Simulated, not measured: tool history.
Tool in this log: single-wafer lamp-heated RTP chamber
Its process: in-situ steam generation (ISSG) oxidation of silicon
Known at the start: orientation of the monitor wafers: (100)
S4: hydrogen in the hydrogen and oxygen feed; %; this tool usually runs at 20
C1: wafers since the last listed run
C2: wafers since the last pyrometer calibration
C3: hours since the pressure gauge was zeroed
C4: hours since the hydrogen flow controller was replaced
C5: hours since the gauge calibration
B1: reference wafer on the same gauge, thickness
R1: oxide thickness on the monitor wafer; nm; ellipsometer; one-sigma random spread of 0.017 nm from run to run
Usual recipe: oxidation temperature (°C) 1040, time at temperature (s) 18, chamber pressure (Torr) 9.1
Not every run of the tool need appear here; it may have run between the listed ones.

Run 1, hour 0: usual settings but oxidation temperature (°C) 1026; C1 0; C2 2551; C3 2784.8; C4 3806.4; C5 4.3; B1 4.507. Result: R1 5.129 nm.
Run 2, hour 33.2: usual settings but oxidation temperature (°C) 1026; C1 333; C2 2885; C3 2818; C4 3839.6; C5 37.5; B1 4.516. Result: R1 5.169 nm.
Run 3, hour 65.5: usual settings but oxidation temperature (°C) 1055; C1 324; C2 3209; C3 2850.3; C4 3871.9; C5 69.8; B1 4.52. Result: R1 5.994 nm.
Run 4, hour 79.6: usual settings; C1 141; C2 3351; C3 2864.4; C4 3886; C5 83.9; B1 4.52. Result: R1 5.505 nm.
Run 5, hour 99.2: usual settings; C1 196; C2 3548; C3 2884; C4 3905.6; C5 103.5; B1 4.533. Result: R1 5.532 nm.
Run 6, hour 126.6: usual settings; C1 275; C2 3823; C3 2911.4; C4 3933; C5 130.9; B1 4.528. Result: R1 5.532 nm.
Run 7, hour 153.6: usual settings but S4 22 %; C1 271; C2 4094; C3 2938.4; C4 3960; C5 157.9; B1 4.533. Result: R1 5.649 nm.
Run 8, hour 168.7: usual settings but oxidation temperature (°C) 1024; C1 151; C2 4246; C3 2953.5; C4 3975.1; C5 173; B1 4.538. Result: R1 5.113 nm.
At hour 180.4: hydrogen flow controller replaced.
Run 9, hour 197.1: usual settings; C1 204; C2 4450; C3 2981.9; C4 16.7; C5 201.4; B1 4.541. Result: R1 5.52 nm.
Run 10, hour 214.3: usual settings; C1 172; C2 4623; C3 2999.1; C4 33.9; C5 218.6; B1 4.545. Result: R1 5.533 nm.
At hour 232.5: pyrometer window cleaned and pyrometer calibrated.
Run 11, hour 242.6: usual settings; C1 203; C2 101; C3 3027.4; C4 62.2; C5 246.9; B1 4.55. Result: R1 5.553 nm.
At hour 256: gauge calibrated.
Run 12, hour 265.5: usual settings; C1 230; C2 331; C3 3050.3; C4 85.1; C5 9.5; B1 4.516. Result: R1 5.499 nm.
Run 13, hour 279.6: usual settings but S4 11 %; C1 141; C2 472; C3 3064.4; C4 99.2; C5 23.6; B1 4.524. Result: R1 4.839 nm.
Run 14, hour 294.5: usual settings but oxidation temperature (°C) 1049, chamber pressure (Torr) 8.2; C1 149; C2 622; C3 3079.3; C4 114.1; C5 38.5; B1 4.514. Result: R1 5.8 nm.
At hour 309.5: pressure gauge zeroed.
Run 15, hour 316.9: usual settings but oxidation temperature (°C) 1028, chamber pressure (Torr) 8.7; C1 144; C2 767; C3 7.4; C4 136.5; C5 60.9; B1 4.52. Result: R1 5.219 nm.
Run 16, hour 338.4: usual settings but time at temperature (s) 11, chamber pressure (Torr) 8, S4 15 %; C1 215; C2 982; C3 28.9; C4 158; C5 82.4; B1 4.526. Result: R1 4.071 nm.
Run 17, hour 362.8: usual settings but oxidation temperature (°C) 1054, time at temperature (s) 12, chamber pressure (Torr) 10.2, S4 28 %; C1 245; C2 1228; C3 53.3; C4 182.4; C5 106.8; B1 4.535. Result: R1 5.142 nm.
Run 18, hour 384.8: usual settings but oxidation temperature (°C) 1059, time at temperature (s) 13, chamber pressure (Torr) 7.6, S4 25 %; C1 220; C2 1449; C3 75.3; C4 204.4; C5 128.8; B1 4.532. Result: R1 5.504 nm.
Run 19, hour 411.4: usual settings but oxidation temperature (°C) 1055, time at temperature (s) 23, S4 23 %; C1 267; C2 1716; C3 101.9; C4 231; C5 155.4; B1 4.537. Result: R1 6.989 nm.
Run 20, hour 427: usual settings but oxidation temperature (°C) 1031, time at temperature (s) 12; C1 156; C2 1872; C3 117.5; C4 246.6; C5 171; B1 4.547. Result: R1 4.362 nm.
Run 21, hour 446.5: usual settings but S4 11 %; C1 195; C2 2068; C3 137; C4 266.1; C5 190.5; B1 4.547. Result: R1 4.871 nm.
Run 22, hour 472.9: usual settings but time at temperature (s) 22; C1 265; C2 2333; C3 163.4; C4 292.5; C5 216.9; B1 4.548. Result: R1 6.161 nm.
Run 23, hour 504.7: usual settings but oxidation temperature (°C) 1025, S4 16 %; C1 319; C2 2653; C3 195.2; C4 324.3; C5 248.7; B1 4.556. Result: R1 4.908 nm.

Forecast each of these 4 alternatives for the next run:
Run A, hour 505.1: usual settings; C1 4; C2 2657; C3 195.6; C4 324.7; C5 249.1; B1 ?. Result: R1 ?.
Run B, hour 505.1: usual settings but oxidation temperature (°C) 1048, time at temperature (s) 22, chamber pressure (Torr) 10.2; C1 4; C2 2657; C3 195.6; C4 324.7; C5 249.1; B1 ?. Result: R1 ?.
Run C, hour 505.1: usual settings but chamber pressure (Torr) 7.6, S4 11 %; C1 4; C2 2657; C3 195.6; C4 324.7; C5 249.1; B1 ?. Result: R1 ?.
Run D, hour 505.1: usual settings but oxidation temperature (°C) 1047, time at temperature (s) 12, chamber pressure (Torr) 9.9, S4 26 %; C1 4; C2 2657; C3 195.6; C4 324.7; C5 249.1; B1 ?. Result: R1 ?.

run     B1     R1
  A  4.552  5.583
  B  4.552  6.345
  C  4.552  4.911
  D  4.552  4.952
Take away the tool's hidden state, keep each run's random variation, and the runs would have read:
run     R1
  A  5.515
  B  6.267
  C  4.851
  D  4.891
